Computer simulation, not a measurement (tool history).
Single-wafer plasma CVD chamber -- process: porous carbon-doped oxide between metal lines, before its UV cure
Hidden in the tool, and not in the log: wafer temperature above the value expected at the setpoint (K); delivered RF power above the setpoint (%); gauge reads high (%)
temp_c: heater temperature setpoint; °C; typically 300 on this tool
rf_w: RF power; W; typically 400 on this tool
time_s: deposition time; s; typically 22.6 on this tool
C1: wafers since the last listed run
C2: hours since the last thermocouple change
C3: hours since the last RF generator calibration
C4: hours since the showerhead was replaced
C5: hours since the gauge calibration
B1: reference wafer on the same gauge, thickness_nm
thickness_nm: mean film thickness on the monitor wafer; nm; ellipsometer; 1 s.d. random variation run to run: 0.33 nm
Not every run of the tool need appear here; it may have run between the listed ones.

run 1 hour=0 | temp_c=300 rf_w=400 time_s=22.6 | C1=0 C2=912.2 C3=378.3 C4=3395.3 C5=899 | B1=97.681 | thickness_nm=95.66
run 2 hour=55.3 | temp_c=300 rf_w=400 time_s=22.6 | C1=1024 C2=967.5 C3=433.6 C4=3450.6 C5=954.3 | B1=97.699 | thickness_nm=95.288
run 3 hour=96.7 | temp_c=300 rf_w=400 time_s=22.6 | C1=766 C2=1008.9 C3=475 C4=3492 C5=995.7 | B1=97.63 | thickness_nm=95.263
run 4 hour=134.8 | temp_c=300 rf_w=400 time_s=22.6 | C1=705 C2=1047 C3=513.1 C4=3530.1 C5=1033.8 | B1=97.859 | thickness_nm=95.249
run 5 hour=180.4 | temp_c=300 rf_w=400 time_s=22.6 | C1=844 C2=1092.6 C3=558.7 C4=3575.7 C5=1079.4 | B1=97.764 | thickness_nm=95.763
run 6 hour=211.7 | temp_c=300 rf_w=400 time_s=22.6 | C1=579 C2=1123.9 C3=590 C4=3607 C5=1110.7 | B1=97.722 | thickness_nm=95.354
run 7 hour=353.8 | temp_c=300 rf_w=400 time_s=22.6 | C1=2632 C2=1266 C3=732.1 C4=3749.1 C5=1252.8 | B1=97.855 | thickness_nm=94.829
run 8 hour=412.5 | temp_c=300 rf_w=400 time_s=22.6 | C1=1087 C2=1324.7 C3=790.8 C4=3807.8 C5=1311.5 | B1=97.775 | thickness_nm=94.741
run 9 hour=438.2 | temp_c=300 rf_w=400 time_s=22.6 | C1=476 C2=1350.4 C3=816.5 C4=3833.5 C5=1337.2 | B1=97.673 | thickness_nm=94.618
run 10 hour=471.9 | temp_c=308 rf_w=400 time_s=22.6 | C1=624 C2=1384.1 C3=850.2 C4=3867.2 C5=1370.9 | B1=97.741 | thickness_nm=90.571
run 11 hour=520.6 | temp_c=300 rf_w=400 time_s=22.6 | C1=902 C2=1432.8 C3=898.9 C4=3915.9 C5=1419.6 | B1=97.716 | thickness_nm=95.044
run 12 hour=544.7 | temp_c=300 rf_w=400 time_s=22.6 | C1=446 C2=1456.9 C3=923 C4=3940 C5=1443.7 | B1=97.677 | thickness_nm=94.288
-- hour=614.3 RF generator calibrated
run 13 hour=684 | temp_c=300 rf_w=400 time_s=22.6 | C1=2432 C2=1596.2 C3=69.7 C4=4079.3 C5=1583 | B1=97.737 | thickness_nm=95.056
-- hour=686.7 gauge calibrated
run 14 hour=719.4 | temp_c=300 rf_w=400 time_s=22.6 | C1=655 C2=1631.6 C3=105.1 C4=4114.7 C5=32.7 | B1=97.695 | thickness_nm=94.683
run 15 hour=756.8 | temp_c=300 rf_w=400 time_s=22.6 | C1=692 C2=1669 C3=142.5 C4=4152.1 C5=70.1 | B1=97.688 | thickness_nm=93.619
run 16 hour=810.8 | temp_c=300 rf_w=400 time_s=22.6 | C1=1000 C2=1723 C3=196.5 C4=4206.1 C5=124.1 | B1=97.677 | thickness_nm=93.742
run 17 hour=879.7 | temp_c=300 rf_w=355 time_s=22.6 | C1=1276 C2=1791.9 C3=265.4 C4=4275 C5=193 | B1=97.722 | thickness_nm=87.071
run 18 hour=910.4 | temp_c=300 rf_w=345 time_s=25.5 | C1=568 C2=1822.6 C3=296.1 C4=4305.7 C5=223.7 | B1=97.565 | thickness_nm=94.664
run 19 hour=967.7 | temp_c=286 rf_w=400 time_s=20 | C1=1061 C2=1879.9 C3=353.4 C4=4363 C5=281 | B1=97.646 | thickness_nm=90.049
run 20 hour=1007.8 | temp_c=293 rf_w=470 time_s=20.4 | C1=742 C2=1920 C3=393.5 C4=4403.1 C5=321.1 | B1=97.642 | thickness_nm=98.458
run 21 hour=1057.4 | temp_c=292 rf_w=435 time_s=24.7 | C1=918 C2=1969.6 C3=443.1 C4=4452.7 C5=370.7 | B1=97.684 | thickness_nm=113.164
run 22 hour=1081.4 | temp_c=314 rf_w=450 time_s=22.6 | C1=444 C2=1993.6 C3=467.1 C4=4476.7 C5=394.7 | B1=97.791 | thickness_nm=94.587
run 23 hour=1116 | temp_c=306 rf_w=400 time_s=22.6 | C1=640 C2=2028.2 C3=501.7 C4=4511.3 C5=429.3 | B1=97.56 | thickness_nm=90.811
run 24 hour=1159 | temp_c=300 rf_w=400 time_s=22.6 | C1=796 C2=2071.2 C3=544.7 C4=4554.3 C5=472.3 | B1=97.726 | thickness_nm=94.087
-- hour=1178.5 thermocouple changed; heater temperature recalibrated
-- hour=1185.1 showerhead replaced
run 25 hour=1223.2 | temp_c=300 rf_w=400 time_s=22.6 | C1=919 C2=44.7 C3=608.9 C4=38.1 C5=536.5 | B1=97.567 | thickness_nm=97.145
run 26 hour=1280.4 | temp_c=300 rf_w=400 time_s=26.7 | C1=1059 C2=101.9 C3=666.1 C4=95.3 C5=593.7 | B1=97.657 | thickness_nm=113.603
run 27 hour=1340.7 | temp_c=300 rf_w=335 time_s=22.6 | C1=1117 C2=162.2 C3=726.4 C4=155.6 C5=654 | B1=97.564 | thickness_nm=85.344
run 28 hour=1383.6 | temp_c=308 rf_w=450 time_s=23.8 | C1=794 C2=205.1 C3=769.3 C4=198.5 C5=696.9 | B1=97.673 | thickness_nm=104.961
run 29 hour=1431 | temp_c=300 rf_w=400 time_s=22.6 | C1=878 C2=252.5 C3=816.7 C4=245.9 C5=744.3 | B1=97.604 | thickness_nm=96.765
run 30 hour=1495.9 | temp_c=289 rf_w=365 time_s=20.6 | C1=1202 C2=317.4 C3=881.6 C4=310.8 C5=809.2 | B1=97.72 | thickness_nm=87.323

Forecast each of these 4 alternatives for the next run:
run A hour=1496.3 | temp_c=300 rf_w=400 time_s=22.6 | C1=7 C2=317.8 C3=882 C4=311.2 C5=809.6 | B1=? | thickness_nm=?
run B hour=1496.3 | temp_c=300 rf_w=330 time_s=19.1 | C1=7 C2=317.8 C3=882 C4=311.2 C5=809.6 | B1=? | thickness_nm=?
run C hour=1496.3 | temp_c=307 rf_w=345 time_s=22.6 | C1=7 C2=317.8 C3=882 C4=311.2 C5=809.6 | B1=? | thickness_nm=?
run D hour=1496.3 | temp_c=306 rf_w=335 time_s=25 | C1=7 C2=317.8 C3=882 C4=311.2 C5=809.6 | B1=? | thickness_nm=?

run=A B1=97.668 thickness_nm=96.143
run=B B1=97.668 thickness_nm=71.558
run=C B1=97.668 thickness_nm=83.636
run=D B1=97.668 thickness_nm=90.83
With the hidden condition removed and each run's random variation left untouched, the same runs would have given:
run=A thickness_nm=96.302
run=B thickness_nm=71.677
run=C thickness_nm=83.772
run=D thickness_nm=90.978
